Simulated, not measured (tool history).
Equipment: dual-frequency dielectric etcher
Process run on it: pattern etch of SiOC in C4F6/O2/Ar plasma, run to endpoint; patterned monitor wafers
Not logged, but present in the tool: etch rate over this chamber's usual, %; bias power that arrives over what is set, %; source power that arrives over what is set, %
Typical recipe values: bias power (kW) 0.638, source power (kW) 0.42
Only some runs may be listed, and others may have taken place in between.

run    hour  bias power (kW)  source power (kW)  wafers since the last listed run  hours since the last wet clean  hours since the last bias power generator calibration  hours since the last source power generator calibration  hours since the last upper electrode change  incoming incoming film thickness, nm  endpoint time (s)
  1       0            0.638               0.47                                 0                           129.4                                                 3558.3                                                   2742.5                                       3448.9                                 42.07               12.1
  2    44.1            0.638               0.47                              1037                           173.5                                                 3602.4                                                   2786.6                                         3493                                  41.9               11.9
  3    76.3            0.638               0.42                               757                           205.7                                                 3634.6                                                   2818.8                                       3525.2                                 41.85               12.6
  4   250.9            0.638               0.42                              4109                           380.3                                                 3809.2                                                   2993.4                                       3699.8                                 42.32               12.9
  5     297            0.638               0.42                              1084                           426.4                                                 3855.3                                                   3039.5                                       3745.9                                 42.26               12.9
  6   354.9            0.638               0.34                              1362                           484.3                                                 3913.2                                                   3097.4                                       3803.8                                 42.26               14.2
      395.2  -- bias power generator calibrated
      402.7  -- wet clean of the chamber
  7     408            0.638               0.34                               977                             5.3                                                   12.8                                                   3150.5                                       3856.9                                 42.82               13.8
  8   460.6            0.638               0.34                              1237                            57.9                                                   65.4                                                   3203.1                                       3909.5                                 42.36               13.8
  9   506.5            0.638                0.4                              1080                           103.8                                                  111.3                                                     3249                                       3955.4                                 41.96               12.7
        545  -- upper electrode replaced
 10   560.7            0.638               0.42                               710                             158                                                  165.5                                                   3303.2                                         15.7                                 42.02               12.7
 11   610.2            0.534               0.39                              1164                           207.5                                                    215                                                   3352.7                                         65.2                                 42.25               14.5
        619  -- source power generator calibrated
 12   658.6              0.5               0.39                              1044                           255.9                                                  263.4                                                     39.6                                        113.6                                 42.36               15.2
 13   833.7            0.638               0.42                              4120                             431                                                  438.5                                                    214.7                                        288.7                                 42.81               13.2
 14   904.4            0.638                0.4                              1663                           501.7                                                  509.2                                                    285.4                                        359.4                                 42.39               13.4
 15   928.6            0.638               0.42                               569                           525.9                                                  533.4                                                    309.6                                        383.6                                 42.28                 13
      954.1  -- wet clean of the chamber
 16   985.3            0.523               0.34                               769                            31.2                                                  590.1                                                    366.3                                        440.3                                 42.75               15.6
 17  1036.8             0.79               0.42                              1212                            82.7                                                  641.6                                                    417.8                                        491.8                                 41.94               11.1
 18  1098.2            0.736               0.35                              1445                           144.1                                                    703                                                    479.2                                        553.2                                 42.23               12.6
 19  1154.8            0.551               0.42                              1332                           200.7                                                  759.6                                                    535.8                                        609.8                                 42.01               13.7
 20  1217.1            0.596               0.38                              1466                             263                                                  821.9                                                    598.1                                        672.1                                 41.67               13.7
 21  1263.7              0.5               0.33                              1096                           309.6                                                  868.5                                                    644.7                                        718.7                                  42.4               16.4
 22  1315.2            0.765               0.32                              1212                           361.1                                                    920                                                    696.2                                        770.2                                 42.16               12.8

What differs in the tool's unlogged condition from the final listed run ahead of each entry between runs to the first listed run following it?
After run 6, before run 7: bias power generator calibrated (hour 395.2); wet clean of the chamber (hour 402.7)
  etch rate over this chamber's usual, %: -3.36 -> -0.0279
  measured result minus the result with no hidden state, endpoint time (s): +0.4 -> +0
After run 9, before run 10: upper electrode replaced (hour 545)
  etch rate over this chamber's usual, %: -0.857 -> -1.31
  measured result minus the result with no hidden state, endpoint time (s): +0.1 -> +0.2
After run 11, before run 12: source power generator calibrated (hour 619)
  etch rate over this chamber's usual, %: -1.73 -> -2.14
  measured result minus the result with no hidden state, endpoint time (s): +0.3 -> +0.3
After run 15, before run 16: wet clean of the chamber (hour 954.1)
  etch rate over this chamber's usual, %: -4.41 -> 0.0245
  measured result minus the result with no hidden state, endpoint time (s): +0.5 -> +0
